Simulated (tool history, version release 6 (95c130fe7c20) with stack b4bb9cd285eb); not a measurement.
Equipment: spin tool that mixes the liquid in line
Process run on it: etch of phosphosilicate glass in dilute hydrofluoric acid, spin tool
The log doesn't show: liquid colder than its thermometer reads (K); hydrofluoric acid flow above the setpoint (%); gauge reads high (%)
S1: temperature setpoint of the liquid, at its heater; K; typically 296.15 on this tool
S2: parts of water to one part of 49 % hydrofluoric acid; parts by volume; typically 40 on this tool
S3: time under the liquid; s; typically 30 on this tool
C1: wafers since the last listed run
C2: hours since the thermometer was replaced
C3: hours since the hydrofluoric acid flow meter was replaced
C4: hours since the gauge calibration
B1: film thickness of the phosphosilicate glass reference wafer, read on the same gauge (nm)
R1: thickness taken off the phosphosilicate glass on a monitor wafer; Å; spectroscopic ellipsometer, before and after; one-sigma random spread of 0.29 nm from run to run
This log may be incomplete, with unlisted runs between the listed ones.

Run 1, hour 0: usual settings; C1 0; C2 1210.6; C3 930.5; C4 1566; B1 49.99. Result: R1 439.5 Å.
At hour 31.6: thermometer replaced.
Run 2, hour 173: usual settings; C1 3041; C2 141.4; C3 1103.5; C4 1739; B1 50. Result: R1 445.3 Å.
Run 3, hour 221.6: usual settings but S2 30 parts by volume; C1 859; C2 190; C3 1152.1; C4 1787.6; B1 50. Result: R1 596.5 Å.
Run 4, hour 302.1: usual settings but S2 30 parts by volume; C1 1423; C2 270.5; C3 1232.6; C4 1868.1; B1 49.97. Result: R1 590.9 Å.
Run 5, hour 384.1: usual settings but S2 30 parts by volume; C1 1449; C2 352.5; C3 1314.6; C4 1950.1; B1 50.01. Result: R1 600.3 Å.
Run 6, hour 434.4: usual settings; C1 889; C2 402.8; C3 1364.9; C4 2000.4; B1 49.97. Result: R1 439.2 Å.
Run 7, hour 488.8: usual settings; C1 961; C2 457.2; C3 1419.3; C4 2054.8; B1 50.01. Result: R1 442.8 Å.
Run 8, hour 589.9: usual settings; C1 1787; C2 558.3; C3 1520.4; C4 2155.9; B1 50.01. Result: R1 441.5 Å.
Run 9, hour 643.6: usual settings; C1 949; C2 612; C3 1574.1; C4 2209.6; B1 49.98. Result: R1 436.6 Å.
Run 10, hour 717.3: usual settings but S1 300.15 K, S2 55 parts by volume; C1 1303; C2 685.7; C3 1647.8; C4 2283.3; B1 49.98. Result: R1 371.3 Å.
Run 11, hour 814.3: usual settings but S1 300.15 K, S2 55 parts by volume; C1 1715; C2 782.7; C3 1744.8; C4 2380.3; B1 49.98. Result: R1 368.2 Å.
Run 12, hour 872.4: usual settings; C1 1027; C2 840.8; C3 1802.9; C4 2438.4; B1 50.01. Result: R1 444.8 Å.
At hour 936.2: hydrofluoric acid flow meter replaced.
Run 13, hour 937.5: usual settings; C1 1133; C2 905.9; C3 1.3; C4 2503.5; B1 50.02. Result: R1 444.8 Å.
Run 14, hour 1026.9: usual settings; C1 1580; C2 995.3; C3 90.7; C4 2592.9; B1 50.01. Result: R1 437.1 Å.
At hour 1034.6: thermometer replaced.
Run 15, hour 1068.5: usual settings but S3 25 s; C1 717; C2 33.9; C3 132.3; C4 2634.5; B1 50.03. Result: R1 370 Å.
Run 16, hour 1389.7: usual settings but S1 297.65 K, S2 50 parts by volume; C1 5679; C2 355.1; C3 453.5; C4 2955.7; B1 50.02. Result: R1 373.7 Å.
Run 17, hour 1437.5: usual settings but S1 300.65 K, S2 50 parts by volume; C1 845; C2 402.9; C3 501.3; C4 3003.5; B1 50. Result: R1 419.4 Å.
Run 18, hour 1501.4: usual settings but S1 300.15 K, S2 55 parts by volume; C1 1129; C2 466.8; C3 565.2; C4 3067.4; B1 50.01. Result: R1 368.7 Å.
At hour 1521.9: gauge calibrated.
Run 19, hour 1598.3: usual settings but S1 292.65 K, S3 35 s; C1 1713; C2 563.7; C3 662.1; C4 76.4; B1 49.98. Result: R1 444.1 Å.
Run 20, hour 1682.1: usual settings but S1 299.15 K, S2 30 parts by volume, S3 20 s; C1 1481; C2 647.5; C3 745.9; C4 160.2; B1 50.03. Result: R1 450.9 Å.
Run 21, hour 1780.7: usual settings; C1 1743; C2 746.1; C3 844.5; C4 258.8; B1 50. Result: R1 438.6 Å.
Run 22, hour 1977.3: usual settings but S2 55 parts by volume; C1 3476; C2 942.7; C3 1041.1; C4 455.4; B1 49.99. Result: R1 313 Å.
Run 23, hour 2069.9: usual settings but S2 25 parts by volume; C1 1637; C2 1035.3; C3 1133.7; C4 548; B1 50.01. Result: R1 727.2 Å.
Run 24, hour 2123.4: usual settings but S1 299.65 K, S2 60 parts by volume, S3 15 s; C1 945; C2 1088.8; C3 1187.2; C4 601.5; B1 49.96. Result: R1 164.4 Å.
At hour 2136.4: thermometer replaced.
Run 25, hour 2177.6: usual settings but S1 292.65 K, S2 35 parts by volume, S3 15 s; C1 940; C2 41.2; C3 1241.4; C4 655.7; B1 49.98. Result: R1 219.9 Å.
Run 26, hour 2220.4: usual settings; C1 756; C2 84; C3 1284.2; C4 698.5; B1 50. Result: R1 441.6 Å.
Run 27, hour 2320.4: usual settings but S1 298.65 K, S2 50 parts by volume, S3 25 s; C1 1768; C2 184; C3 1384.2; C4 798.5; B1 49.99. Result: R1 319.7 Å.
Run 28, hour 2418.2: usual settings but S2 25 parts by volume, S3 50 s; C1 1729; C2 281.8; C3 1482; C4 896.3; B1 49.97. Result: R1 1187.5 Å.
Run 29, hour 2494.9: usual settings but S1 297.65 K, S2 25 parts by volume, S3 40 s; C1 1356; C2 358.5; C3 1558.7; C4 973; B1 50.02. Result: R1 1008.6 Å.
Run 30, hour 2546.1: usual settings but S1 298.65 K, S2 55 parts by volume, S3 20 s; C1 905; C2 409.7; C3 1609.9; C4 1024.2; B1 50.02. Result: R1 232.1 Å.
Run 31, hour 2647.8: usual settings; C1 1798; C2 511.4; C3 1711.6; C4 1125.9; B1 49.98. Result: R1 441.1 Å.
Run 32, hour 2823.6: usual settings; C1 3108; C2 687.2; C3 1887.4; C4 1301.7; B1 49.99. Result: R1 436.2 Å.
At hour 2908.6: hydrofluoric acid flow meter replaced.
Run 33, hour 2916.6: usual settings but S1 294.65 K, S3 40 s; C1 1626; C2 780.2; C3 8; C4 1394.7; B1 50.01. Result: R1 552.7 Å.

Entry by entry between the runs, the difference in hidden state between the last listed run before and the first listed run after:
In the gap between runs 1 and 2: thermometer replaced (hour 31.6)
  both runs share identical hidden conditions
In the gap between runs 12 and 13: hydrofluoric acid flow meter replaced (hour 936.2)
  both runs share identical hidden conditions
In the gap between runs 14 and 15: thermometer replaced (hour 1034.6)
  both runs share identical hidden conditions
In the gap between runs 18 and 19: gauge calibrated (hour 1521.9)
  both runs share identical hidden conditions
In the gap between runs 24 and 25: thermometer replaced (hour 2136.4)
  both runs share identical hidden conditions
In the gap between runs 32 and 33: hydrofluoric acid flow meter replaced (hour 2908.6)
  both runs share identical hidden conditions

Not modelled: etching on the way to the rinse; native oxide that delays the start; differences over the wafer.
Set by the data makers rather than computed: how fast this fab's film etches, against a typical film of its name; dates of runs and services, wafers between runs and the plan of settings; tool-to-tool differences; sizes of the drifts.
